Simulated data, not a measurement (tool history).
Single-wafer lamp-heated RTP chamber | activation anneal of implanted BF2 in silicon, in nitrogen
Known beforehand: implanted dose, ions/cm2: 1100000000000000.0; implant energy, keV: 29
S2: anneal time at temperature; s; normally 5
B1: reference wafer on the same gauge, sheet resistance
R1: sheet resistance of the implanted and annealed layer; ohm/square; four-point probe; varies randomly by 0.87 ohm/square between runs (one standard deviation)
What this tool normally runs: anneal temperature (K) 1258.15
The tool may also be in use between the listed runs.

run 1 hour=0.0 | anneal_temperature_(K)=1258.15 S2=3 | B1=181.01 | R1=165.24
-- hour=31.2 pyrometer window cleaned and pyrometer calibrated
run 2 hour=65.4 | anneal_temperature_(K)=1258.15 S2=3 | B1=180.69 | R1=170.44
run 3 hour=121.3 | anneal_temperature_(K)=1258.15 S2=5 | B1=180.59 | R1=166.94
run 4 hour=165.5 | anneal_temperature_(K)=1258.15 S2=5 | B1=180.74 | R1=165.83
run 5 hour=205.6 | anneal_temperature_(K)=1258.15 S2=5 | B1=181.07 | R1=165.71
run 6 hour=277.2 | anneal_temperature_(K)=1258.15 S2=5 | B1=180.56 | R1=164.42
run 7 hour=320.4 | anneal_temperature_(K)=1269.15 S2=3 | B1=180.90 | R1=160.63
run 8 hour=361.0 | anneal_temperature_(K)=1244.15 S2=5 | B1=180.95 | R1=174.54
run 9 hour=409.7 | anneal_temperature_(K)=1244.15 S2=5 | B1=180.91 | R1=172.29
run 10 hour=473.0 | anneal_temperature_(K)=1258.15 S2=5 | B1=180.88 | R1=160.26
run 11 hour=543.4 | anneal_temperature_(K)=1258.15 S2=5 | B1=181.03 | R1=159.76
-- hour=579.7 reflector plate cleaned
run 12 hour=580.2 | anneal_temperature_(K)=1258.15 S2=5 | B1=180.74 | R1=159.17
run 13 hour=606.4 | anneal_temperature_(K)=1258.15 S2=5 | B1=180.90 | R1=160.39
-- hour=626.8 pyrometer window cleaned and pyrometer calibrated
run 14 hour=661.8 | anneal_temperature_(K)=1258.15 S2=5 | B1=181.17 | R1=167.32
run 15 hour=702.0 | anneal_temperature_(K)=1258.15 S2=5 | B1=180.87 | R1=167.21
run 16 hour=751.0 | anneal_temperature_(K)=1258.15 S2=5 | B1=181.02 | R1=166.34
run 17 hour=797.3 | anneal_temperature_(K)=1258.15 S2=5 | B1=180.97 | R1=164.85
run 18 hour=866.8 | anneal_temperature_(K)=1232.15 S2=3 | B1=180.71 | R1=190.50
run 19 hour=902.8 | anneal_temperature_(K)=1241.15 S2=8 | B1=180.73 | R1=176.11
run 20 hour=958.8 | anneal_temperature_(K)=1239.15 S2=3 | B1=180.90 | R1=180.88
-- hour=1017.3 gauge calibrated
run 21 hour=1113.7 | anneal_temperature_(K)=1237.15 S2=5 | B1=181.01 | R1=176.98
-- hour=1132.5 pyrometer window cleaned and pyrometer calibrated
run 22 hour=1182.8 | anneal_temperature_(K)=1239.15 S2=4 | B1=180.94 | R1=186.99
run 23 hour=1253.9 | anneal_temperature_(K)=1258.15 S2=5 | B1=180.75 | R1=166.45
run 24 hour=1293.8 | anneal_temperature_(K)=1278.15 S2=5 | B1=180.98 | R1=150.71
run 25 hour=1346.3 | anneal_temperature_(K)=1258.15 S2=5 | B1=180.85 | R1=165.97
run 26 hour=1387.3 | anneal_temperature_(K)=1266.15 S2=3 | B1=180.60 | R1=161.58
run 27 hour=1424.0 | anneal_temperature_(K)=1242.15 S2=4 | B1=180.67 | R1=175.97
run 28 hour=1469.5 | anneal_temperature_(K)=1258.15 S2=4 | B1=180.90 | R1=165.69
run 29 hour=1505.8 | anneal_temperature_(K)=1258.15 S2=5 | B1=180.66 | R1=164.24
run 30 hour=1554.7 | anneal_temperature_(K)=1276.15 S2=3 | B1=181.02 | R1=151.86
run 31 hour=1587.6 | anneal_temperature_(K)=1274.15 S2=7 | B1=181.17 | R1=146.17
run 32 hour=1628.8 | anneal_temperature_(K)=1258.15 S2=5 | B1=181.09 | R1=161.12
-- hour=1653.4 reflector plate cleaned
run 33 hour=1658.7 | anneal_temperature_(K)=1258.15 S2=5 | B1=181.01 | R1=160.04
run 34 hour=1695.4 | anneal_temperature_(K)=1237.15 S2=4 | B1=180.93 | R1=177.17
run 35 hour=1721.9 | anneal_temperature_(K)=1249.15 S2=5 | B1=180.95 | R1=165.02
-- hour=1757.1 pyrometer window cleaned and pyrometer calibrated
run 36 hour=1788.6 | anneal_temperature_(K)=1273.15 S2=3 | B1=181.07 | R1=159.23
run 37 hour=1858.7 | anneal_temperature_(K)=1280.15 S2=5 | B1=180.93 | R1=148.49
run 38 hour=1884.0 | anneal_temperature_(K)=1236.15 S2=7 | B1=180.75 | R1=183.04

3 options for the next run, each taken on its own from the tool as it stands now. Forecast them:
run A hour=1884.4 | anneal_temperature_(K)=1239.15 S2=5 | B1=? | R1=?
run B hour=1884.4 | anneal_temperature_(K)=1249.15 S2=7 | B1=? | R1=?
run C hour=1884.4 | anneal_temperature_(K)=1275.15 S2=5 | B1=? | R1=?

run=A B1=180.83 R1=181.84
run=B B1=180.83 R1=170.61
run=C B1=180.83 R1=152.71
Without the tool's unlogged condition, the same runs would have read:
run=A R1=186.35
run=B R1=175.00
run=C R1=156.11

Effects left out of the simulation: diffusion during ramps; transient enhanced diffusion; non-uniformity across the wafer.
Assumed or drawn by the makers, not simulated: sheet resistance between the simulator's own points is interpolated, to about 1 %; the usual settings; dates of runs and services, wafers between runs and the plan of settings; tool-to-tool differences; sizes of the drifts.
